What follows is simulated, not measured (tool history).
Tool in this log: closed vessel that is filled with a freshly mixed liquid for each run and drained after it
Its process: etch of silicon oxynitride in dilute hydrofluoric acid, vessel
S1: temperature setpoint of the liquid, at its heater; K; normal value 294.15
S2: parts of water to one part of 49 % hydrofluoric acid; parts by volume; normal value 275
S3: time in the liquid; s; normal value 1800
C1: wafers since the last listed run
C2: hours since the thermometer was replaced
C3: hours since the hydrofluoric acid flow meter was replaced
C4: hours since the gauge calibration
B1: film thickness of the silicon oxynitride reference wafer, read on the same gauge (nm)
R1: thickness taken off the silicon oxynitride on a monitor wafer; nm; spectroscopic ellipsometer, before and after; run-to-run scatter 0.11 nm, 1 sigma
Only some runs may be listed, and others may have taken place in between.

run	day	S1	S2	S3	C1	C2	C3	C4	B1	R1
1	0.000	294.15	275	1800	0	83.4	861.2	286.5	130.03	22.19
2	2.388	294.15	275	1800	2072	140.7	918.5	343.8	130.03	22.12
3	4.062	294.15	275	1800	1454	180.9	958.7	384.0	130.03	22.35
4	5.975	294.15	275	1800	1660	226.8	1004.6	429.9	129.99	22.38
5	7.854	294.15	275	1800	1631	271.9	1049.7	475.0	129.95	22.23
6	10.550	294.15	275	1800	2340	336.6	1114.4	539.7	129.98	22.29
7	11.567	294.15	275	1800	882	361.0	1138.8	564.1	130.02	22.31
8	14.396	294.15	275	1800	2456	428.9	1206.7	632.0	129.99	22.50
9	16.350	294.15	275	1800	1696	475.8	1253.6	678.9	130.06	22.20
10	18.454	294.15	275	1800	1826	526.3	1304.1	729.4	130.04	22.53
# day 18.617: hydrofluoric acid flow meter replaced
# day 20.783: gauge calibrated
11	20.921	294.15	275	1130	2105	585.5	55.3	3.3	130.03	13.11
12	22.362	294.15	275	1130	1251	620.1	89.9	37.9	130.00	13.29
13	23.671	294.15	275	1370	1135	651.5	121.3	69.3	129.95	16.13
14	25.167	294.15	275	1800	1298	687.4	157.2	105.2	129.97	20.88
15	26.354	290.15	140	910	1031	715.9	185.7	133.7	130.00	18.76
16	27.538	290.15	405	2815	1027	744.3	214.1	162.1	130.00	17.56
17	28.750	298.65	275	1800	1052	773.4	243.2	191.2	130.01	25.53
18	31.092	294.15	275	1800	2033	829.6	299.4	247.4	130.02	20.90
19	33.796	294.15	275	2130	2347	894.5	364.3	312.3	129.98	25.18
# day 38.192: thermometer replaced
20	40.958	294.15	275	2195	6182	66.4	536.2	484.2	129.98	27.03
21	42.767	294.15	275	1800	1570	109.8	579.6	527.6	130.03	21.89
22	45.196	290.15	405	2815	2109	168.1	637.9	585.9	130.03	18.05
23	46.546	292.15	275	1800	1172	200.5	670.3	618.3	129.94	19.99
24	47.875	294.15	275	2590	1154	232.4	702.2	650.2	130.00	31.73

What if the next run were any one of these 4? Each begins from the tool's condition after run 24:
A	47.925	297.65	275	1800	43	233.6	703.4	651.4	?	?
B	47.925	291.15	180	1800	43	233.6	703.4	651.4	?	?
C	47.925	294.15	275	1000	43	233.6	703.4	651.4	?	?
D	47.925	291.15	335	1800	43	233.6	703.4	651.4	?	?

run	B1	R1
A	129.95	25.85
B	129.95	31.24
C	129.95	12.32
D	129.95	15.38
Without the tool's hidden state the same runs would have given:
run	R1
A	25.18
B	30.53
C	12.01
D	14.99
